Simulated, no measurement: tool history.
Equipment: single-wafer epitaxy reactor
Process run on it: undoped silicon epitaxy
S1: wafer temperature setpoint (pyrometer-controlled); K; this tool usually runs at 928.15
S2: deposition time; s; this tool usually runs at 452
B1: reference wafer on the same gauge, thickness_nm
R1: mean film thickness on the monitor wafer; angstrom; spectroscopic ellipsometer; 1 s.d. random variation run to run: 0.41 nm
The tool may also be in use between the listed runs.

| run | hour | S1 | S2 | B1 | R1 |
|---|---|---|---|---|---|
| 1 | 0.0 | 928.15 | 421 | 104.089 | 815.49 |
| 2 | 39.4 | 928.15 | 421 | 104.144 | 802.23 |
| 3 | 70.9 | 928.15 | 421 | 104.065 | 808.75 |
| 4 | 113.0 | 928.15 | 452 | 104.086 | 863.67 |
| 5 | 144.6 | 928.15 | 452 | 104.073 | 864.56 |
| 6 | 173.8 | 928.15 | 452 | 104.044 | 858.60 |
| 7 | 202.1 | 928.15 | 452 | 104.069 | 858.18 |
| 8 | 239.3 | 928.15 | 408 | 104.078 | 777.90 |
| 9 | 310.4 | 928.15 | 408 | 104.126 | 779.15 |
| 10 | 381.3 | 928.15 | 408 | 104.175 | 775.57 |
| 11 | 418.0 | 937.15 | 452 | 104.133 | 1018.43 |
| 12 | 479.0 | 937.15 | 452 | 104.134 | 1012.21 |
| 13 | 525.3 | 937.15 | 452 | 104.070 | 1025.55 |
| 14 | 556.7 | 919.15 | 387 | 104.013 | 619.75 |
| 15 | 600.4 | 919.15 | 387 | 104.125 | 614.25 |
| 16 | 637.9 | 919.15 | 387 | 104.135 | 613.98 |
| 17 | 669.8 | 928.15 | 452 | 104.095 | 860.02 |
| 18 | 739.7 | 928.15 | 452 | 104.098 | 859.46 |
|  | 777.5 | gauge calibrated |
| 19 | 887.5 | 928.15 | 452 | 104.012 | 861.51 |
| 20 | 913.1 | 928.15 | 452 | 103.955 | 851.29 |
| 21 | 971.4 | 928.15 | 452 | 104.198 | 862.46 |
| 22 | 1040.1 | 928.15 | 452 | 104.102 | 849.64 |
| 23 | 1095.5 | 916.15 | 426 | 104.118 | 646.01 |
| 24 | 1139.4 | 942.15 | 411 | 104.040 | 1014.30 |
| 25 | 1201.0 | 928.15 | 371 | 104.037 | 705.84 |
| 26 | 1260.0 | 923.15 | 385 | 104.139 | 666.47 |
| 27 | 1303.7 | 923.15 | 385 | 104.039 | 659.74 |
| 28 | 1342.3 | 922.15 | 373 | 104.120 | 633.04 |
|  | 1460.0 | pyrometer calibrated |
| 29 | 1527.6 | 928.15 | 538 | 104.042 | 1048.52 |
| 30 | 1563.7 | 928.15 | 538 | 104.066 | 1048.32 |
| 31 | 1628.9 | 940.15 | 385 | 104.104 | 935.23 |
| 32 | 1699.1 | 935.15 | 499 | 104.214 | 1101.35 |
| 33 | 1725.0 | 936.15 | 452 | 104.156 | 1019.53 |
| 34 | 1787.2 | 918.15 | 452 | 104.020 | 720.18 |
| 35 | 1855.6 | 928.15 | 536 | 104.068 | 1042.12 |
| 36 | 1904.5 | 936.15 | 413 | 104.039 | 930.21 |
| 37 | 1970.6 | 937.15 | 452 | 104.068 | 1040.67 |
| 38 | 2024.0 | 913.15 | 369 | 104.108 | 529.71 |
| 39 | 2064.6 | 921.15 | 515 | 104.066 | 862.84 |
| 40 | 2094.0 | 921.15 | 390 | 104.187 | 656.27 |
| 41 | 2175.5 | 928.15 | 536 | 104.113 | 1018.66 |
| 42 | 2203.8 | 918.15 | 452 | 104.126 | 718.71 |
| 43 | 2274.1 | 928.15 | 452 | 104.139 | 862.71 |
| 44 | 2306.7 | 928.15 | 452 | 104.029 | 869.16 |
| 45 | 2377.4 | 917.15 | 526 | 104.053 | 816.07 |

Each row is a separate what-if for the run after 45, all from the same tool condition, not one after another. Results?
| A | 2377.9 | 928.15 | 515 | ? | ? |
| B | 2377.9 | 919.15 | 452 | ? | ? |
| C | 2377.9 | 928.15 | 491 | ? | ? |

| run | B1 | R1 |
|---|---|---|
| A | 104.071 | 983.75 |
| B | 104.071 | 726.49 |
| C | 104.071 | 937.90 |
Had the tool no hidden state, the same runs would have come out as:
| run | R1 |
|---|---|
| A | 1011.81 |
| B | 747.57 |
| C | 964.66 |
